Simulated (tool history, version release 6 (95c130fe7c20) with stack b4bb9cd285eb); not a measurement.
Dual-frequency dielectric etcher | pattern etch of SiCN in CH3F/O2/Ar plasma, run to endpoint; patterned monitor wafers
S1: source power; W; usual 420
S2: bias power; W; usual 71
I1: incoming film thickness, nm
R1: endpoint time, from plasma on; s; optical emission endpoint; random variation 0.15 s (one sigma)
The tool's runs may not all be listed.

{"run": 1, "hour": 0.0, "S1": 420, "S2": 71, "I1": 7.47, "R1": 19.7}
{"run": 2, "hour": 33.6, "S1": 420, "S2": 71, "I1": 7.49, "R1": 19.9}
{"run": 3, "hour": 63.4, "S1": 420, "S2": 71, "I1": 7.54, "R1": 19.9}
{"run": 4, "hour": 81.5, "S1": 420, "S2": 71, "I1": 7.51, "R1": 19.6}
{"run": 5, "hour": 105.9, "S1": 420, "S2": 71, "I1": 7.54, "R1": 19.7}
{"hour": 137.5, "done": "upper electrode replaced"}
{"run": 6, "hour": 138.0, "S1": 420, "S2": 71, "I1": 7.47, "R1": 19.5}
{"run": 7, "hour": 233.7, "S1": 420, "S2": 71, "I1": 7.55, "R1": 19.8}
{"hour": 263.4, "done": "bias power generator calibrated"}
{"run": 8, "hour": 269.4, "S1": 320, "S2": 66, "I1": 7.57, "R1": 20.8}
{"run": 9, "hour": 288.5, "S1": 370, "S2": 55, "I1": 7.5, "R1": 21.6}
{"hour": 321.3, "done": "source power generator calibrated"}
{"hour": 330.1, "done": "wet clean of the chamber"}
{"run": 10, "hour": 330.6, "S1": 420, "S2": 71, "I1": 7.52, "R1": 19.8}
{"run": 11, "hour": 341.8, "S1": 360, "S2": 78, "I1": 7.46, "R1": 19.5}
{"run": 12, "hour": 358.4, "S1": 460, "S2": 76, "I1": 7.46, "R1": 18.8}
{"run": 13, "hour": 392.5, "S1": 480, "S2": 64, "I1": 7.49, "R1": 20.0}
{"run": 14, "hour": 420.8, "S1": 350, "S2": 71, "I1": 7.46, "R1": 20.3}

Forecast each of these 5 alternatives for the next run:
{"run": "A", "hour": 421.2, "S1": 460, "S2": 71, "I1": 7.52, "R1": "?"}
{"run": "B", "hour": 421.2, "S1": 380, "S2": 55, "I1": 7.52, "R1": "?"}
{"run": "C", "hour": 421.2, "S1": 490, "S2": 58, "I1": 7.52, "R1": "?"}
{"run": "D", "hour": 421.2, "S1": 360, "S2": 71, "I1": 7.52, "R1": "?"}
{"run": "E", "hour": 421.2, "S1": 360, "S2": 87, "I1": 7.52, "R1": "?"}

run=A R1=19.4
run=B R1=21.8
run=C R1=20.4
run=D R1=20.3
run=E R1=18.9
Without the tool's hidden state the same runs would have given:
run=A R1=19.6
run=B R1=22.1
run=C R1=20.7
run=D R1=20.6
run=E R1=19.2

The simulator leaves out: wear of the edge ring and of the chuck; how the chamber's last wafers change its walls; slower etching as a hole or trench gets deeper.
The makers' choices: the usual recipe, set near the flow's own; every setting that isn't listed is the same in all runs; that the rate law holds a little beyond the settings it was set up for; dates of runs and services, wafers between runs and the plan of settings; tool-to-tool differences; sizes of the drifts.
